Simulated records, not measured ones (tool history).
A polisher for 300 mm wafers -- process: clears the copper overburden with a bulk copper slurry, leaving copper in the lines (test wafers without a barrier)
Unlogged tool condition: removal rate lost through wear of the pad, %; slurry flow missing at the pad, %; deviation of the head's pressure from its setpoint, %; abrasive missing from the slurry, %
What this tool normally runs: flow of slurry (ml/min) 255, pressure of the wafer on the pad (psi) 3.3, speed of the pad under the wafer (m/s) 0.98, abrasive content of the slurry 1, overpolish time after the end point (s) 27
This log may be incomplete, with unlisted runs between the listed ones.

run	hour	flow of slurry (ml/min)	pressure of the wafer on the pad (psi)	speed of the pad under the wafer (m/s)	abrasive content of the slurry	overpolish time after the end point (s)	wafers since the last listed run	wafers polished on this pad	hours since the slurry nozzle was cleaned	hours since the head pressure was calibrated	hours since the slurry blender was calibrated	incoming thickness of the incoming film, nm	time until the end point was called (s)	dishing of a wide line in a test structure (angstrom)
1	0	255	3.3	1.08	1	27	0	1252	718.3	1244.7	182.7	880.8	92.4	1104
# hour 6.6: worn pad replaced by a new one
2	7.5	255	3.3	0.98	1	27	24	6	725.8	1252.2	190.2	879.2	89.3	1124
3	17.7	255	3.3	0.98	1	27	70	76	736	1262.4	200.4	873.5	89.9	1110
4	32.4	255	3.3	0.98	1	27	101	177	750.7	1277.1	215.1	897	91.4	1167
5	39.4	255	3.3	0.98	1	27	48	225	757.7	1284.1	222.1	864.5	90.9	1149
6	53.7	255	3.3	0.98	1	27	98	324	772	1298.4	236.4	877.2	90.8	1147
7	63.3	255	3.6	0.98	1	27	66	390	781.6	1308	246	892.7	89.5	1209
8	70.3	255	3.6	0.98	1	27	48	438	788.6	1315	253	861.3	84.6	1156
# hour 86.9: slurry nozzle cleaned
9	87.4	255	3.6	0.98	1	27	110	549	0.5	1332.1	270.1	874.9	88	1164
10	102	255	3.3	0.98	0.8	27	100	650	15.1	1346.7	284.7	886.9	100.8	1105
11	110.7	255	3.3	0.98	1	27	59	709	23.8	1355.4	293.4	890.9	98.9	1121
# hour 114.9: slurry blender recalibrated
12	123.9	295	3.3	1.08	1	22	77	787	37	1368.6	9	891.3	82	1080
13	137.6	255	4.2	1.24	1.15	17	94	881	50.7	1382.3	22.7	896.3	63.5	1133
# hour 140.5: head pressure recalibrated
14	147.1	255	3.3	0.98	1	27	51	933	60.2	6.6	32.2	884.7	90.5	1119
15	161.6	255	3.3	1.3	1	18	99	1032	74.7	21.1	46.7	893.5	77.8	1017
# hour 171.9: worn pad replaced by a new one
16	178.4	255	3.3	0.98	1	27	88	44	91.5	37.9	63.5	867.6	87.9	1180
17	191.9	315	2.6	0.98	1	27	92	137	105	51.4	77	860.3	96.6	1087
18	201.5	165	2.8	0.98	1.25	13	66	203	114.6	61	86.6	882.4	98.6	713
19	212	185	4.3	1.16	1	27	72	275	125.1	71.5	97.1	871.6	69.1	1292
20	221.4	330	3.3	0.74	1	27	64	340	134.5	80.9	106.5	868.3	103.9	1074

3 ways to go on from here, each from the tool as it stands after run 20. What would each give?
A	221.8	170	3.3	0.98	1	27	2	343	134.9	81.3	106.9	869.3	?	?
B	221.8	255	4.3	0.66	1	27	2	343	134.9	81.3	106.9	869.3	?	?
C	221.8	210	2.2	0.98	1	27	2	343	134.9	81.3	106.9	869.3	?	?

run	time until the end point was called (s)	dishing of a wide line in a test structure (angstrom)
A	93.9	1105
B	99.6	1108
C	113.3	966
The same runs, with their run-to-run variation unchanged, on a tool lacking any hidden condition would have given:
run	time until the end point was called (s)	dishing of a wide line in a test structure (angstrom)
A	82.6	1168
B	87.6	1177
C	99.7	1026
